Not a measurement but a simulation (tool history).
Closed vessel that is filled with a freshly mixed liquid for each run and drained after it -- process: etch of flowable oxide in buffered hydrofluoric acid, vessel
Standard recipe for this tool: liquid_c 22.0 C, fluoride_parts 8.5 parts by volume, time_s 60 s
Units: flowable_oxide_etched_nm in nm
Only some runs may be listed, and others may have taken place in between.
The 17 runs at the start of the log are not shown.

| run | hour | liquid_c | fluoride_parts | time_s | read-back film thickness of the flowable oxide reference wafer, read on the same gauge (nm) | flowable_oxide_etched_nm |
|---|---|---|---|---|---|---|
|  | 1234.8 | gauge calibrated |
| 18 | 1391.1 | 22.0 | 7.0 | 45 | 29.99 | 128.49 |
| 19 | 1484.6 | 22.0 | 8.5 | 60 | 30.01 | 139.50 |
| 20 | 1542.0 | 18.0 | 8.5 | 60 | 30.04 | 109.32 |
| 21 | 1598.1 | 20.0 | 7.0 | 75 | 29.99 | 191.49 |
| 22 | 1681.6 | 22.0 | 8.5 | 60 | 30.03 | 140.75 |
| 23 | 1800.4 | 20.0 | 7.5 | 40 | 30.01 | 94.67 |
|  | 1952.4 | thermometer replaced |
| 24 | 2094.7 | 20.5 | 6.0 | 30 | 30.05 | 89.57 |
| 25 | 2155.8 | 18.5 | 12.0 | 40 | 30.01 | 55.86 |
|  | 2183.3 | hydrofluoric acid flow meter replaced |
| 26 | 2222.5 | 19.0 | 5.5 | 40 | 29.97 | 117.80 |
| 27 | 2266.2 | 22.0 | 6.0 | 60 | 30.01 | 194.27 |
| 28 | 2432.2 | 22.0 | 8.5 | 60 | 30.02 | 138.22 |
| 29 | 2578.5 | 24.5 | 8.5 | 60 | 29.99 | 158.74 |
| 30 | 2667.1 | 22.0 | 8.5 | 60 | 30.03 | 137.46 |
| 31 | 2730.8 | 26.5 | 8.5 | 60 | 30.01 | 177.70 |
| 32 | 2793.7 | 23.5 | 10.0 | 60 | 30.00 | 131.87 |
| 33 | 2895.8 | 22.0 | 11.5 | 45 | 30.02 | 81.54 |

Forecast each of these 4 alternatives for the next run:
| A | 2896.5 | 22.0 | 8.5 | 75 | ? | ? |
| B | 2896.5 | 24.5 | 5.5 | 85 | ? | ? |
| C | 2896.5 | 24.0 | 10.5 | 50 | ? | ? |
| D | 2896.5 | 20.0 | 10.5 | 60 | ? | ? |

| run | read-back film thickness of the flowable oxide reference wafer, read on the same gauge (nm) | flowable_oxide_etched_nm |
|---|---|---|
| A | 30.02 | 173.07 |
| B | 30.02 | 341.34 |
| C | 30.02 | 108.00 |
| D | 30.02 | 103.90 |
The same runs, with their run-to-run variation unchanged, on a tool lacking any hidden condition would have given:
| run | flowable_oxide_etched_nm |
|---|---|
| A | 173.07 |
| B | 341.34 |
| C | 108.00 |
| D | 103.90 |
